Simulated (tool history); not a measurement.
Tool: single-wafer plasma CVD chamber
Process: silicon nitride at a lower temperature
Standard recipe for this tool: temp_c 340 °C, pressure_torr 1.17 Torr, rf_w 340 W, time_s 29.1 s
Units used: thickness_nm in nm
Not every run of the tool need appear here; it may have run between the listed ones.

run	hour	temp_c	pressure_torr	rf_w	time_s	read-back reference wafer on the same gauge, thickness_nm	thickness_nm
1	0.0	340	1.17	340	29.1	31.871	30.811
2	11.1	340	1.17	340	29.1	31.875	30.710
3	23.8	340	1.11	340	29.1	31.927	30.036
4	34.5	340	1.17	340	29.1	31.911	30.775
5	48.8	333	1.17	340	29.1	31.914	30.885
# hour 61.9: RF generator calibrated
6	64.1	340	1.17	340	29.1	31.923	30.859
7	76.2	340	1.03	385	23.8	31.918	26.078
# hour 91.4: showerhead replaced
8	91.9	340	0.94	340	29.1	31.877	26.910
9	95.0	340	1.17	400	29.1	31.930	35.216
10	102.1	354	1.41	340	26.9	31.874	31.030
11	108.3	332	1.17	340	29.1	31.904	30.798
12	117.5	333	1.25	365	32.7	31.924	38.131
13	135.5	340	1.17	365	29.1	31.863	32.550
14	147.3	325	0.97	370	26.7	31.912	27.447
15	155.8	340	1.17	340	29.1	31.875	30.885
16	172.8	350	0.93	325	26.8	31.886	23.593
# hour 193.3: thermocouple changed; heater temperature recalibrated
17	193.8	340	1.17	340	29.1	31.919	30.827
18	195.8	350	1.03	340	27.2	31.943	26.757
# hour 204.5: capacitance manometer re-zeroed and calibrated
# hour 205.2: gauge calibrated
19	209.3	354	1.17	355	29.1	31.897	31.833
20	226.2	340	1.17	340	29.1	31.907	30.831
21	238.6	327	1.28	340	29.1	31.906	32.231
22	249.7	340	1.17	340	29.1	31.893	30.913
23	257.8	340	1.17	340	29.1	31.881	30.933
24	271.1	327	1.17	340	29.1	31.902	30.853
25	285.1	345	1.32	340	29.1	31.916	32.692
26	300.0	340	1.03	385	31.2	31.876	34.309
27	306.8	340	1.17	340	29.1	31.905	30.710
28	324.2	325	0.97	370	26.7	31.879	27.465

The tool's hidden state at each run:
wafer temperature above the value expected at the setpoint (K): 0 at every run
delivered RF power above the setpoint (%): 0 at every run
true pressure above the setpoint (%): 0 at every run
gauge reads high (%): 0 at every run
